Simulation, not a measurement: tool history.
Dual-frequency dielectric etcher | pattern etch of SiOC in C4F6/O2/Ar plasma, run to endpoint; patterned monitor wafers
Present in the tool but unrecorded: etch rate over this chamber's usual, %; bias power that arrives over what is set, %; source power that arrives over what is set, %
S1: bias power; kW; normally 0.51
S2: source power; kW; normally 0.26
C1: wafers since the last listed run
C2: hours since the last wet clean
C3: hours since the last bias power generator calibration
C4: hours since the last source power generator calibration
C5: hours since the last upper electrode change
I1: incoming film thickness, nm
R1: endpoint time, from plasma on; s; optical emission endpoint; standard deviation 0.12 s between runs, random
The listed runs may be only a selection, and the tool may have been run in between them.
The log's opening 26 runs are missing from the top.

run   hour     S1    S2   C1     C2     C3     C4     C5     I1    R1
 27  321.6  0.628  0.26  266  102.2  135.3  252.5   37.5   44.1  16.2
 28  338.6  0.467  0.22  343  119.2  152.3  269.5   54.5  44.33  18.1
 29  351.7  0.463   0.2  264  132.3  165.4  282.6   67.6  44.47  18.5
 30  366.4   0.51   0.2  297    147  180.1  297.3   82.3  44.45  17.9
 31  377.2  0.568  0.29  218  157.8  190.9  308.1   93.1  44.05  15.7
 32    389  0.449   0.2  238  169.6  202.7  319.9  104.9  44.11  18.5
 33  398.1   0.51  0.26  183  178.7  211.8    329    114  44.31    17
 34  408.5  0.403  0.22  210  189.1  222.2  339.4  124.4  44.68  18.8

5 options for the next run, each taken on its own from the tool as it stands now. Forecast them:
  A  408.9   0.51  0.26   8  189.5  222.6  339.8  124.8  44.51   ?
  B  408.9  0.405  0.28   8  189.5  222.6  339.8  124.8  44.51   ?
  C  408.9   0.58  0.29   8  189.5  222.6  339.8  124.8  44.51   ?
  D  408.9  0.469  0.21   8  189.5  222.6  339.8  124.8  44.51   ?
  E  408.9  0.416  0.22   8  189.5  222.6  339.8  124.8  44.51   ?

run    R1
  A    17
  B  17.7
  C    16
  D  18.3
  E  18.6
Without the tool's hidden state the same runs would have given:
run    R1
  A  17.5
  B  18.1
  C  16.4
  D  18.8
  E  19.1
